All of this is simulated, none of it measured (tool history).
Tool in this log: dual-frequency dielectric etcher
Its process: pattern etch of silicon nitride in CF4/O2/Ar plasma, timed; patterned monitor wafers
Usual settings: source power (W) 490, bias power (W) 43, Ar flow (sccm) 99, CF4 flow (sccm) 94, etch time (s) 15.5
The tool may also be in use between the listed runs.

run    hour  source power (W)  bias power (W)  Ar flow (sccm)  CF4 flow (sccm)  etch time (s)  read-back reference wafer on the same gauge, depth_nm  mean etch depth across the wafer (nm)
  1     0.0               490              43              99               79           16.5                                                  24.79                                  27.22
  2    42.4               490              43              99               79           16.5                                                  24.80                                  27.10
  3   105.6               490              43              99               79           16.5                                                  24.78                                  26.93
  4   173.9               490              43             118               94           15.5                                                  24.81                                  24.92
  5   229.6               490              43             118               94           15.5                                                  24.81                                  24.91
  6   253.7               530              43              99               94           15.5                                                  24.80                                  27.11
      271.4  -- gauge calibrated
  7   299.8               530              43              99               94           15.5                                                  24.78                                  27.06
  8   328.0               530              43              99               94           15.5                                                  24.78                                  27.30
      361.9  -- source power generator calibrated
  9   396.4               490              43              99               94           15.5                                                  24.81                                  26.65
      442.8  -- Ar flow controller replaced
 10   444.7               490              43              99               94           15.5                                                  24.80                                  26.44
 11   503.7               490              46              99               94           15.5                                                  24.79                                  27.09
      548.4  -- wet clean of the chamber
      560.1  -- bias power generator calibrated
 12   567.5               490              35              99              117           15.5                                                  24.80                                  25.28
 13   628.6               490              43             118               94           15.5                                                  24.83                                  25.76
      657.6  -- CF4 flow controller replaced
      679.8  -- upper electrode replaced
 14   680.3               440              36              99               76           12.0                                                  24.79                                  17.66
 15   726.1               490              43              99               94           15.5                                                  24.80                                  26.37
 16   755.2               550              43             116               72           11.5                                                  24.80                                  20.65
 17   822.7               490              50              99               79           11.0                                                  24.80                                  19.43
 18   893.4               490              43              99               94           15.5                                                  24.79                                  26.27
 19   944.2               580              43              99               94           13.0                                                  24.80                                  25.38
 20  1013.2               490              43              77               94           15.5                                                  24.81                                  27.31
 21  1061.6               490              43              99               94           15.5                                                  24.81                                  26.44

Give the tool's hidden conditions for every run:
etch rate over this chamber's usual, %: 0 at every run
bias power that arrives over what is set, %: 0 at every run
Ar flow that arrives over what is set, %: 0 at every run
CF4 flow that arrives over what is set, %: 0 at every run
gauge reads high (%): 0 at every run
H1: source power that arrives over what is set, %
run      H1
  1   -4.45
  2   -4.54
  3   -4.66
  4    -4.8
  5   -4.91
  6   -4.96
  7   -5.05
  8   -5.11
  9  -0.126
 10  -0.222
 11   -0.34
 12  -0.466
 13  -0.588
 14  -0.691
 15  -0.782
 16   -0.84
 17  -0.974
 18   -1.11
 19   -1.22
 20   -1.35
 21   -1.45
